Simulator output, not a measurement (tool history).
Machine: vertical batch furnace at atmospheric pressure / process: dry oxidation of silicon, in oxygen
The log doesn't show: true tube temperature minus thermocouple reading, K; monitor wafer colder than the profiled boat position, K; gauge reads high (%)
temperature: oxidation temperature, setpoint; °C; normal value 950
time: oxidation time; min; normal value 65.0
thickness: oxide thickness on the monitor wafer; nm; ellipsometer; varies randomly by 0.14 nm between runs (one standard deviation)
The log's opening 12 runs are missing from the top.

run   hour  temperature  time  wafers since the last listed run  hours since the last temperature calibration  hours since the boat lift was adjusted  hours since the gauge calibration  read-back reference wafer on the same gauge, thickness  thickness
 13  238.8          950  65.0                                46                                           6.3                                    35.2                              403.9                                                   64.00      53.68
 14  244.9          950  65.0                                48                                          12.4                                    41.3                              410.0                                                   64.00      53.68
 15  253.1          950  65.0                                65                                          20.6                                    49.5                              418.2                                                   63.97      53.64
 16  300.4          925  65.0                               378                                          67.9                                    96.8                              465.5                                                   64.02      44.30
 17  321.8          943  37.5                               171                                          89.3                                   118.2                              486.9                                                   64.02      36.67
 18  338.6          961  40.5                               134                                         106.1                                   135.0                              503.7                                                   64.01      43.52
 19  355.2          950  65.0                               132                                         122.7                                   151.6                              520.3                                                   64.01      53.83
 20  376.7          961  40.5                               172                                         144.2                                   173.1                              541.8                                                   63.99      43.80
 21  386.1          941  52.0                                75                                         153.6                                   182.5                              551.2                                                   63.98      43.87
 22  396.3          959  96.5                                81                                         163.8                                   192.7                              561.4                                                   63.99      73.77
     456.6  -- gauge calibrated
 23  461.8          950  65.0                               524                                         229.3                                   258.2                                5.2                                                   63.98      53.81
 24  472.9          939  79.5                                88                                         240.4                                   269.3                               16.3                                                   64.01      56.33
 25  493.8          942  86.5                               167                                         261.3                                   290.2                               37.2                                                   64.00      60.96

Expected results for the next run?
 26  515.1          959  96.5                               170                                         282.6                                   311.5                               58.5                                                       ?          ?

Run 26 measured read-back reference wafer on the same gauge, thickness 64.00, thickness 73.90 nm.
Without the tool's hidden state the same run would have given thickness 73.38 nm.
